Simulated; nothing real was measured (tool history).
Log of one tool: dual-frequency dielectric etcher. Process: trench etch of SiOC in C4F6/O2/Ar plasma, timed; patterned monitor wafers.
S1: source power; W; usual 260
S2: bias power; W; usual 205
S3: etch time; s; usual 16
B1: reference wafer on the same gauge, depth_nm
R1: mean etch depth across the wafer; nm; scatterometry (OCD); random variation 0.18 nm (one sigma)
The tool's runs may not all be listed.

Run 1, hour 0: usual settings; B1 28.6. Result: R1 26.95 nm.
Run 2, hour 53.9: usual settings; B1 28.54. Result: R1 27.37 nm.
Run 3, hour 368: usual settings; B1 28.54. Result: R1 28.03 nm.
Run 4, hour 419: usual settings; B1 28.63. Result: R1 28 nm.
Run 5, hour 504.1: usual settings but S1 240 W; B1 28.63. Result: R1 27.56 nm.
Run 6, hour 595.8: usual settings but S1 240 W; B1 28.63. Result: R1 28.18 nm.
Run 7, hour 645.9: usual settings but S1 240 W; B1 28.6. Result: R1 28.21 nm.
Run 8, hour 821.4: usual settings; B1 28.59. Result: R1 27.7 nm.
Run 9, hour 892.5: usual settings; B1 28.59. Result: R1 27.66 nm.
Run 10, hour 965: usual settings; B1 28.64. Result: R1 28.32 nm.
Run 11, hour 1028.1: usual settings; B1 28.66. Result: R1 28.33 nm.
Run 12, hour 1065.6: usual settings but S1 280 W, S2 180 W, S3 14.5 s; B1 28.63. Result: R1 24.83 nm.
Run 13, hour 1115.1: usual settings; B1 28.54. Result: R1 28.47 nm.
Run 14, hour 1212.1: usual settings; B1 28.54. Result: R1 28.38 nm.
Run 15, hour 1304.7: usual settings but S1 280 W, S3 13.5 s; B1 28.54. Result: R1 23.31 nm.
Run 16, hour 1352.4: usual settings but S2 249 W; B1 28.63. Result: R1 29.95 nm.
Run 17, hour 1411.7: usual settings but S2 164 W; B1 28.67. Result: R1 25.43 nm.
Run 18, hour 1464.8: usual settings but S1 280 W, S3 13.5 s; B1 28.59. Result: R1 23.61 nm.
Run 19, hour 1548.2: usual settings but S1 300 W, S3 14.5 s; B1 28.54. Result: R1 26 nm.
Run 20, hour 1866.2: usual settings but S1 290 W, S2 236 W, S3 11.5 s; B1 28.59. Result: R1 22.24 nm.
Run 21, hour 1935.7: usual settings but S1 280 W, S2 180 W, S3 14.5 s; B1 28.65. Result: R1 25.21 nm.
Run 22, hour 1986.8: usual settings but S1 230 W, S2 228 W, S3 18.5 s; B1 28.6. Result: R1 33.8 nm.
Run 23, hour 2287.3: usual settings but S3 13 s; B1 28.56. Result: R1 22.9 nm.

Not shown: 8 entries that the log had between the listed runs. Between which runs, and how does the tool's hidden state differ before and after?
Between runs 5 and 6: gauge calibrated (hour 589.1)
  etch rate over this chamber's usual, %: 3.95 -> 4.71
  measured less the result without the state, R1: +1.04 -> +1.27 nm
Between runs 7 and 8: wet clean of the chamber (hour 687.2)
  etch rate over this chamber's usual, %: 5.12 -> 1.62
  measured less the result without the state, R1: +1.37 -> +0.44 nm
Between runs 9 and 10: source power generator calibrated (hour 917.1)
  etch rate over this chamber's usual, %: 2.21 -> 2.81
  measured less the result without the state, R1: +0.59 -> +0.77 nm
Between runs 14 and 15: wet clean of the chamber (hour 1304.2)
  etch rate over this chamber's usual, %: 4.86 -> 0.309
  measured less the result without the state, R1: +1.31 -> +0.07 nm
Between runs 15 and 16: upper electrode replaced (hour 1341.3)
  etch rate over this chamber's usual, %: 0.309 -> 0.705
  measured less the result without the state, R1: +0.07 -> +0.21 nm
Between runs 19 and 20: bias power generator calibrated (hour 1611.9); gauge calibrated (hour 1816.1)
  etch rate over this chamber's usual, %: 2.33 -> 4.97
  measured less the result without the state, R1: +0.59 -> +1.05 nm
Between runs 22 and 23: wet clean of the chamber (hour 2021.3)
  etch rate over this chamber's usual, %: 5.97 -> 2.89
  measured less the result without the state, R1: +1.9 -> +0.65 nm
